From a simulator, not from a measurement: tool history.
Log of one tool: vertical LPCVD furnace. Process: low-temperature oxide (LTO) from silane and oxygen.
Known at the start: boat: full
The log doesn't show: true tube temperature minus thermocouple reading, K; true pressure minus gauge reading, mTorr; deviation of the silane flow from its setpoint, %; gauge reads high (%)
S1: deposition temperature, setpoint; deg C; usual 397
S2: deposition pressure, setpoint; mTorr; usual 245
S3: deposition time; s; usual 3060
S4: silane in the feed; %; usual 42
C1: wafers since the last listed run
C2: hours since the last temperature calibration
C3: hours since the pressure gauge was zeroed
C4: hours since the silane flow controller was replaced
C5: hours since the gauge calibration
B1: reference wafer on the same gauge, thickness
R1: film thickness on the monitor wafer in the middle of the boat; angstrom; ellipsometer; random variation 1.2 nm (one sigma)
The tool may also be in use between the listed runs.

| run | day | S1 | S2 | S3 | S4 | C1 | C2 | C3 | C4 | C5 | B1 | R1 |
|---|---|---|---|---|---|---|---|---|---|---|---|---|
| 1 | 0 | 406 | 245 | 3060 | 42 | 0 | 1701.6 | 2817.9 | 3775.9 | 424.5 | 454.08 | 5713 |
| 2 | 1.558 | 406 | 245 | 3060 | 42 | 593 | 1739 | 2855.3 | 3813.3 | 461.9 | 453.96 | 5729.6 |
| 3 | 2.608 | 397 | 245 | 3060 | 42 | 400 | 1764.2 | 2880.5 | 3838.5 | 487.1 | 454.02 | 5191.4 |
| 4 | 5.088 | 397 | 245 | 3060 | 42 | 944 | 1823.7 | 2940 | 3898 | 546.6 | 454 | 5230 |
| 5 | 6.938 | 397 | 245 | 3060 | 42 | 704 | 1868.1 | 2984.4 | 3942.4 | 591 | 454.05 | 5214.1 |
| 6 | 9.796 | 397 | 245 | 3060 | 42 | 1088 | 1936.7 | 3053 | 4011 | 659.6 | 454.03 | 5226.1 |
| 7 | 12.008 | 397 | 245 | 3060 | 42 | 842 | 1989.8 | 3106.1 | 4064.1 | 712.7 | 454 | 5232.5 |
| 8 | 19.833 | 397 | 245 | 3060 | 42 | 2981 | 2177.6 | 3293.9 | 4251.9 | 900.5 | 454.15 | 5251.5 |
| 9 | 22.588 | 397 | 245 | 3060 | 42 | 1049 | 2243.7 | 3360 | 4318 | 966.6 | 454.04 | 5297.4 |
| 10 | 24.862 | 397 | 245 | 3060 | 42 | 866 | 2298.3 | 3414.6 | 4372.6 | 1021.2 | 453.9 | 5299.7 |
| 11 | 27.133 | 397 | 245 | 3060 | 42 | 865 | 2352.8 | 3469.1 | 4427.1 | 1075.7 | 454 | 5295.7 |
| 12 | 29.058 | 397 | 245 | 3060 | 42 | 733 | 2399 | 3515.3 | 4473.3 | 1121.9 | 454.03 | 5298.2 |
| 13 | 30.962 | 397 | 245 | 3060 | 48 | 725 | 2444.7 | 3561 | 4519 | 1167.6 | 453.92 | 6074.4 |
| 14 | 32.929 | 397 | 245 | 3060 | 38 | 749 | 2491.9 | 3608.2 | 4566.2 | 1214.8 | 454.1 | 4707.2 |
| 15 | 34.929 | 397 | 245 | 3060 | 38 | 761 | 2539.9 | 3656.2 | 4614.2 | 1262.8 | 454.12 | 4703 |
|  | 36.233 | silane flow controller replaced |
| 16 | 36.912 | 391 | 185 | 3060 | 47 | 374 | 2587.5 | 3703.8 | 16.3 | 1310.4 | 453.99 | 4259.8 |
|  | 38.292 | thermocouples replaced and temperature profile calibrated |
| 17 | 38.912 | 393 | 295 | 3060 | 42 | 380 | 14.9 | 3751.8 | 64.3 | 1358.4 | 454.07 | 5873.3 |
|  | 40.767 | pressure gauge zeroed |
| 18 | 42.183 | 403 | 230 | 3360 | 42 | 865 | 93.4 | 34 | 142.8 | 1436.9 | 454.09 | 5597.1 |
| 19 | 44.629 | 390 | 225 | 4170 | 37 | 931 | 152.1 | 92.7 | 201.5 | 1495.6 | 453.9 | 5019.9 |
| 20 | 46.033 | 397 | 245 | 4110 | 42 | 534 | 185.8 | 126.4 | 235.2 | 1529.3 | 454.07 | 6837.1 |
| 21 | 47.129 | 397 | 245 | 3060 | 42 | 417 | 212.1 | 152.7 | 261.5 | 1555.6 | 454.15 | 5095 |
|  | 47.25 | gauge calibrated |
| 22 | 48.896 | 397 | 245 | 3060 | 50 | 673 | 254.5 | 195.1 | 303.9 | 39.5 | 454.15 | 6052 |
| 23 | 51.558 | 388 | 245 | 3510 | 48 | 1014 | 318.4 | 259 | 367.8 | 103.4 | 454.01 | 6104.4 |
| 24 | 52.633 | 397 | 245 | 2550 | 34 | 409 | 344.2 | 284.8 | 393.6 | 129.2 | 454.05 | 3242.8 |
| 25 | 53.688 | 397 | 245 | 3060 | 42 | 401 | 369.5 | 310.1 | 418.9 | 154.5 | 453.98 | 5101.3 |
| 26 | 55.4 | 397 | 245 | 3060 | 42 | 652 | 410.6 | 351.2 | 460 | 195.6 | 453.88 | 5105.7 |
| 27 | 56.404 | 397 | 225 | 3060 | 45 | 382 | 434.7 | 375.3 | 484.1 | 219.7 | 454.07 | 5042 |
| 28 | 58.258 | 397 | 230 | 3060 | 42 | 706 | 479.2 | 419.8 | 528.6 | 264.2 | 454.04 | 4771.1 |
| 29 | 60.125 | 397 | 280 | 3060 | 35 | 711 | 524 | 464.6 | 573.4 | 309 | 454.06 | 4656 |
| 30 | 63.1 | 397 | 195 | 2130 | 42 | 1133 | 595.4 | 536 | 644.8 | 380.4 | 453.96 | 2823.3 |
| 31 | 66.462 | 386 | 200 | 2430 | 40 | 1281 | 676.1 | 616.7 | 725.5 | 461.1 | 453.98 | 2751.5 |

Forecast each of these 4 alternatives for the next run:
| A | 66.688 | 397 | 245 | 3060 | 42 | 85 | 681.5 | 622.1 | 730.9 | 466.5 | ? | ? |
| B | 66.688 | 403 | 185 | 3840 | 34 | 85 | 681.5 | 622.1 | 730.9 | 466.5 | ? | ? |
| C | 66.688 | 397 | 205 | 3060 | 42 | 85 | 681.5 | 622.1 | 730.9 | 466.5 | ? | ? |
| D | 66.688 | 397 | 305 | 3060 | 48 | 85 | 681.5 | 622.1 | 730.9 | 466.5 | ? | ? |

| run | B1 | R1 |
|---|---|---|
| A | 454.01 | 5097.5 |
| B | 454.01 | 3965.6 |
| C | 454.01 | 4265.3 |
| D | 454.01 | 7283.6 |
Without the tool's hidden state the same runs would have given:
| run | R1 |
|---|---|
| A | 5061 |
| B | 3936.1 |
| C | 4234.8 |
| D | 7233.9 |

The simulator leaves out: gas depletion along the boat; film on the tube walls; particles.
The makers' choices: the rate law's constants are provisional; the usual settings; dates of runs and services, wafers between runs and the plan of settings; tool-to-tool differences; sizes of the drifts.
